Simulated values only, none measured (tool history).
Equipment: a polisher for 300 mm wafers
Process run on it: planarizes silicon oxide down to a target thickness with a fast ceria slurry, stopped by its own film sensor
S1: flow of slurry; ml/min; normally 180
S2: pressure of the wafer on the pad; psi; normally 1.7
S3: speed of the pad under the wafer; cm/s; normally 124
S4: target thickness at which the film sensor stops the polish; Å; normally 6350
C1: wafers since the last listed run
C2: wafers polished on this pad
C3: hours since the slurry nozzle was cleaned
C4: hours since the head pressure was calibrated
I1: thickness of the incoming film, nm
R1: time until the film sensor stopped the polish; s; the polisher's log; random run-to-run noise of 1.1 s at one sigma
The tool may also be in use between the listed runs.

run,hour,S1,S2,S3,S4,C1,C2,C3,C4,I1,R1
1,0.0,180,1.3,124,5490,0,117,378.7,678.8,1435.6,85.5
2,27.8,180,1.7,124,6350,250,368,406.5,706.6,1430.8,61.7
3,41.9,135,1.7,124,5070,127,495,420.6,720.7,1419.8,74.6
4,66.3,135,1.7,124,5070,220,715,445.0,745.1,1442.6,77.8
5,100.7,180,2.2,124,6350,310,1026,479.4,779.5,1417.9,48.1
6,129.9,180,2.2,124,6350,263,1289,508.6,808.7,1431.1,51.8
7,154.1,180,2.2,124,6350,218,1508,532.8,832.9,1414.7,49.5
# hour 173.7: worn pad replaced by a new one
8,180.1,180,1.7,140,6350,198,57,558.8,858.9,1415.0,51.8
9,216.8,180,1.7,124,6350,331,388,595.5,895.6,1418.6,61.0
10,246.5,180,1.7,124,7960,268,656,625.2,925.3,1437.9,51.6
11,280.9,180,1.7,124,7960,310,967,659.6,959.7,1433.7,52.6
12,310.3,220,1.7,124,6350,265,1232,689.0,989.1,1425.9,63.1
13,331.3,180,1.7,124,6350,189,1421,710.0,1010.1,1401.9,63.8
14,347.1,180,1.7,124,6350,142,1564,725.8,1025.9,1441.7,67.9
# hour 361.8: worn pad replaced by a new one
15,362.9,180,1.7,124,6350,106,9,741.6,1041.7,1434.5,60.6
# hour 368.6: slurry nozzle cleaned
16,394.9,180,1.7,144,7080,279,289,26.3,1073.7,1443.8,47.7
17,473.0,180,1.7,124,6350,704,994,104.4,1151.8,1435.4,63.7
18,491.6,180,1.7,124,6350,167,1161,123.0,1170.4,1443.3,67.3
19,506.2,205,1.7,124,4650,131,1293,137.6,1185.0,1452.0,79.8
20,538.5,180,1.7,124,6350,291,1585,169.9,1217.3,1446.5,67.0
21,570.8,180,1.7,124,6350,291,1876,202.2,1249.6,1445.0,70.4
# hour 579.4: worn pad replaced by a new one
22,604.9,180,1.7,124,3930,271,230,236.3,1283.7,1406.4,79.0
23,636.1,195,1.7,148,8850,281,512,267.5,1314.9,1411.3,33.8
24,659.8,215,1.7,80,6350,213,726,291.2,1338.6,1445.8,97.7
25,672.7,220,1.7,124,8780,116,842,304.1,1351.5,1417.5,40.3
# hour 701.3: head pressure recalibrated
26,704.7,180,1.7,124,6350,270,1113,336.1,3.4,1436.2,64.0
27,737.2,180,1.7,124,6350,293,1406,368.6,35.9,1419.6,66.2
# hour 761.5: worn pad replaced by a new one
28,772.4,150,1.7,124,6350,281,98,403.8,71.1,1452.7,63.5
29,804.7,120,1.9,152,5090,291,389,436.1,103.4,1461.3,56.3
30,836.3,180,1.7,124,6350,285,674,467.7,135.0,1429.2,61.8
31,895.2,210,2.1,166,6350,531,1206,526.6,193.9,1407.3,37.3
32,923.4,180,1.3,124,5490,254,1460,554.8,222.1,1427.0,94.9
# hour 959.4: worn pad replaced by a new one
33,959.9,180,1.7,124,6350,293,4,591.3,258.6,1417.5,62.3
34,980.4,130,1.7,124,5050,185,189,611.8,279.1,1402.6,75.7
35,1007.8,205,1.9,124,5340,247,436,639.2,306.5,1421.2,63.7
36,1039.6,180,1.7,142,6350,286,723,671.0,338.3,1443.5,56.3

Each row is a separate what-if for the run after 36, all from the same tool condition, not one after another. Results?
A,1040.0,180,1.7,124,6350,3,726,671.4,338.7,1440.0,?
B,1040.0,215,1.7,162,6350,3,726,671.4,338.7,1440.0,?
C,1040.0,205,1.7,142,6350,3,726,671.4,338.7,1440.0,?
D,1040.0,180,1.7,124,7260,3,726,671.4,338.7,1440.0,?

run,R1
A,64.6
B,48.2
C,55.3
D,57.3
Stripped of hidden state, with their random variation kept, the same runs would have yielded:
run,R1
A,61.8
B,46.1
C,53.0
D,54.9

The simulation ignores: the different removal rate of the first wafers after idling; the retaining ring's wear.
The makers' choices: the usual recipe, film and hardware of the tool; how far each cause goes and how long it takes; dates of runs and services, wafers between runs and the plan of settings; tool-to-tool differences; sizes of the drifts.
